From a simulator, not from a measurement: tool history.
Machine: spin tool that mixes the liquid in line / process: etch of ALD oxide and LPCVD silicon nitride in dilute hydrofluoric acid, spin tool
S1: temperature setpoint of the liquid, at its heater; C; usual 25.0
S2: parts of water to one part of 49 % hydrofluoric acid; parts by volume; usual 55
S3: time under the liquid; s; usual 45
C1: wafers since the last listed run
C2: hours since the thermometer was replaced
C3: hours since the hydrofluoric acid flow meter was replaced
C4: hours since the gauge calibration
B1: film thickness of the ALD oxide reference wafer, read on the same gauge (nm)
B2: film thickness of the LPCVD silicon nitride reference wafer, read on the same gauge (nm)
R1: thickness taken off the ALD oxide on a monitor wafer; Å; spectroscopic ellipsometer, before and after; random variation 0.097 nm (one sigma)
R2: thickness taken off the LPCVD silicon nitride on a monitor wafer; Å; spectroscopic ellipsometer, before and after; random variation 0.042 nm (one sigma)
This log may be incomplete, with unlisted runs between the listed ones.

run	hour	S1	S2	S3	C1	C2	C3	C4	B1	B2	R1	R2
1	0.0	28.5	35	45	0	1702.8	1368.7	29.5	99.98	139.980	430.5	12.38
2	14.6	23.0	55	45	193	1717.4	1383.3	44.1	100.01	139.988	211.0	5.28
3	53.4	23.0	55	45	513	1756.2	1422.1	82.9	99.99	140.000	211.9	4.97
4	84.1	23.0	55	45	406	1786.9	1452.8	113.6	99.99	139.999	209.4	4.62
5	97.8	25.0	55	45	181	1800.6	1466.5	127.3	100.02	140.007	228.4	5.45
6	105.7	28.5	55	45	104	1808.5	1474.4	135.2	99.99	139.989	263.2	6.86
# hour 115.0: hydrofluoric acid flow meter replaced
# hour 116.6: gauge calibrated
7	116.7	28.5	55	45	132	1819.5	1.7	0.1	99.99	140.005	263.0	7.87
8	126.5	25.0	55	45	129	1829.3	11.5	9.9	100.01	140.012	227.6	6.05
9	141.4	25.0	55	45	197	1844.2	26.4	24.8	99.99	140.012	228.8	5.99
10	156.6	25.0	55	45	201	1859.4	41.6	40.0	99.99	140.012	228.9	5.66
11	164.8	25.0	55	40	108	1867.6	49.8	48.2	100.03	139.991	205.0	5.43
# hour 174.0: thermometer replaced
12	182.4	21.0	65	60	219	8.4	67.4	65.8	100.04	140.018	215.6	5.72
13	197.6	29.0	35	50	201	23.6	82.6	81.0	100.02	140.018	486.0	13.68
14	208.3	28.0	25	25	141	34.3	93.3	91.7	100.00	140.021	329.5	8.29
15	225.7	21.0	55	25	230	51.7	110.7	109.1	99.94	139.992	108.6	2.47
16	237.9	25.0	55	30	161	63.9	122.9	121.3	99.99	139.975	153.3	3.48
# hour 273.5: gauge calibrated
17	274.0	23.5	55	45	477	100.0	159.0	0.5	100.04	139.995	215.3	4.59
18	290.3	23.0	75	45	215	116.3	175.3	16.8	99.94	140.004	149.6	3.41
19	299.1	25.0	55	45	116	125.1	184.1	25.6	100.02	140.014	228.2	5.68
20	307.4	25.0	55	45	109	133.4	192.4	33.9	99.99	140.016	229.4	5.76
21	323.5	21.0	55	45	213	149.5	208.5	50.0	99.95	139.988	194.4	3.66

What if the next run were any one of these 3? Each begins from the tool's condition after run 21:
A	323.9	20.5	55	45	5	149.9	208.9	50.4	?	?	?	?
B	323.9	29.5	35	45	5	149.9	208.9	50.4	?	?	?	?
C	323.9	30.0	30	70	5	149.9	208.9	50.4	?	?	?	?

run	B1	B2	R1	R2
A	100.00	140.013	190.1	4.51
B	100.00	140.013	444.2	12.83
C	100.00	140.013	828.8	23.96
Take away the tool's hidden state, keep each run's random variation, and the runs would have read:
run	R1	R2
A	190.1	4.51
B	444.2	12.83
C	828.8	23.96

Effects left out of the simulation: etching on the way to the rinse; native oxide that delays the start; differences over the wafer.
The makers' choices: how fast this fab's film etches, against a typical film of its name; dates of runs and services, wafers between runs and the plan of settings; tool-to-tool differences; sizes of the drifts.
